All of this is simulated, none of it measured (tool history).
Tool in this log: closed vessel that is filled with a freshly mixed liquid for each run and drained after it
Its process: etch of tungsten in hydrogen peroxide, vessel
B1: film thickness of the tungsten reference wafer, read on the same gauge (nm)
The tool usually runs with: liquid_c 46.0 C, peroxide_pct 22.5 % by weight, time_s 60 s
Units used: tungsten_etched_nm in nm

run 1 hour=0.0 | liquid_c=41.5 peroxide_pct=22.5 time_s=85 | B1=120.00 | tungsten_etched_nm=45.65
run 2 hour=35.8 | liquid_c=46.0 peroxide_pct=22.5 time_s=60 | B1=119.99 | tungsten_etched_nm=41.82
run 3 hour=61.0 | liquid_c=46.0 peroxide_pct=22.5 time_s=60 | B1=119.99 | tungsten_etched_nm=41.76
run 4 hour=145.6 | liquid_c=46.0 peroxide_pct=22.5 time_s=60 | B1=119.98 | tungsten_etched_nm=41.33
-- hour=168.4 thermometer replaced
run 5 hour=258.8 | liquid_c=46.0 peroxide_pct=22.5 time_s=60 | B1=120.02 | tungsten_etched_nm=38.49
run 6 hour=302.3 | liquid_c=46.0 peroxide_pct=22.5 time_s=60 | B1=119.99 | tungsten_etched_nm=38.82
run 7 hour=327.5 | liquid_c=46.0 peroxide_pct=22.5 time_s=60 | B1=120.00 | tungsten_etched_nm=38.35
run 8 hour=378.4 | liquid_c=46.0 peroxide_pct=22.5 time_s=60 | B1=120.00 | tungsten_etched_nm=38.50
-- hour=415.5 peroxide flow meter replaced
run 9 hour=430.4 | liquid_c=46.0 peroxide_pct=22.5 time_s=60 | B1=120.01 | tungsten_etched_nm=38.28
-- hour=444.2 new drum of peroxide connected
run 10 hour=484.0 | liquid_c=46.0 peroxide_pct=22.5 time_s=60 | B1=119.99 | tungsten_etched_nm=39.42
run 11 hour=518.7 | liquid_c=51.5 peroxide_pct=24.5 time_s=75 | B1=120.00 | tungsten_etched_nm=72.16
run 12 hour=584.0 | liquid_c=37.0 peroxide_pct=22.5 time_s=40 | B1=119.99 | tungsten_etched_nm=14.65
run 13 hour=651.0 | liquid_c=46.0 peroxide_pct=22.5 time_s=30 | B1=120.02 | tungsten_etched_nm=19.83
run 14 hour=718.2 | liquid_c=46.0 peroxide_pct=22.5 time_s=95 | B1=120.02 | tungsten_etched_nm=62.26
-- hour=746.1 gauge calibrated
run 15 hour=759.1 | liquid_c=51.5 peroxide_pct=17.5 time_s=40 | B1=119.99 | tungsten_etched_nm=32.44
run 16 hour=827.9 | liquid_c=39.5 peroxide_pct=28.0 time_s=50 | B1=120.01 | tungsten_etched_nm=23.93
run 17 hour=872.5 | liquid_c=46.0 peroxide_pct=24.5 time_s=60 | B1=120.00 | tungsten_etched_nm=41.09
run 18 hour=1020.9 | liquid_c=46.0 peroxide_pct=25.5 time_s=30 | B1=119.99 | tungsten_etched_nm=20.61
-- hour=1041.4 new drum of peroxide connected
run 19 hour=1071.8 | liquid_c=42.5 peroxide_pct=22.5 time_s=50 | B1=120.03 | tungsten_etched_nm=27.06
run 20 hour=1096.7 | liquid_c=50.5 peroxide_pct=19.0 time_s=85 | B1=119.99 | tungsten_etched_nm=69.31
run 21 hour=1139.3 | liquid_c=46.0 peroxide_pct=22.5 time_s=60 | B1=120.00 | tungsten_etched_nm=40.56
run 22 hour=1165.5 | liquid_c=39.0 peroxide_pct=28.5 time_s=70 | B1=120.00 | tungsten_etched_nm=33.46
run 23 hour=1228.3 | liquid_c=46.0 peroxide_pct=15.5 time_s=60 | B1=120.01 | tungsten_etched_nm=33.34
run 24 hour=1282.2 | liquid_c=46.0 peroxide_pct=20.0 time_s=40 | B1=120.00 | tungsten_etched_nm=24.88
-- hour=1333.4 peroxide flow meter replaced
run 25 hour=1352.3 | liquid_c=41.0 peroxide_pct=22.5 time_s=60 | B1=120.02 | tungsten_etched_nm=29.23
run 26 hour=1380.7 | liquid_c=56.0 peroxide_pct=18.5 time_s=75 | B1=119.99 | tungsten_etched_nm=81.28
run 27 hour=1408.2 | liquid_c=37.5 peroxide_pct=18.0 time_s=85 | B1=120.00 | tungsten_etched_nm=29.31
run 28 hour=1465.3 | liquid_c=46.0 peroxide_pct=18.5 time_s=40 | B1=119.99 | tungsten_etched_nm=23.94
run 29 hour=1508.6 | liquid_c=46.0 peroxide_pct=24.5 time_s=60 | B1=120.00 | tungsten_etched_nm=41.56
-- hour=1619.4 new drum of peroxide connected
run 30 hour=1625.9 | liquid_c=46.0 peroxide_pct=22.5 time_s=60 | B1=120.00 | tungsten_etched_nm=41.46
run 31 hour=1697.1 | liquid_c=46.0 peroxide_pct=22.5 time_s=60 | B1=120.01 | tungsten_etched_nm=40.72

Below, some changes in tungsten_etched_nm between adjacent runs. For each, the amount present without the hidden state too (settings, incoming material, random variation) and the amount remaining for the hidden state with gauge scatter not shared by both compared results:
Unlogged tool condition in this case: liquid hotter than its thermometer reads (K); peroxide flow above the setpoint (%); peroxide weaker than its label (%); gauge reads high (%).
Run 4 -> 5: thermometer replaced. tungsten_etched_nm -2.84 nm: hidden state -3.51, all else +0.67.
Run 9 -> 10: new drum of peroxide connected. tungsten_etched_nm +1.14 nm: hidden state +1.51, all else -0.37.
Run 11 -> 12: liquid_c 51.5 -> 37.0, peroxide_pct 24.5 -> 22.5, time_s 75 -> 40. tungsten_etched_nm -57.51 nm: hidden state -0.13, all else -57.38.
Run 25 -> 26: liquid_c 41.0 -> 56.0, peroxide_pct 22.5 -> 18.5, time_s 60 -> 75. tungsten_etched_nm +52.05 nm: hidden state -0.07, all else +52.12.
Run 26 -> 27: liquid_c 56.0 -> 37.5, peroxide_pct 18.5 -> 18.0, time_s 75 -> 85. tungsten_etched_nm -51.97 nm: hidden state +0.03, all else -52.00.
Run 29 -> 30: peroxide_pct 24.5 -> 22.5, new drum of peroxide connected. tungsten_etched_nm -0.10 nm: hidden state +1.64, all else -1.74.
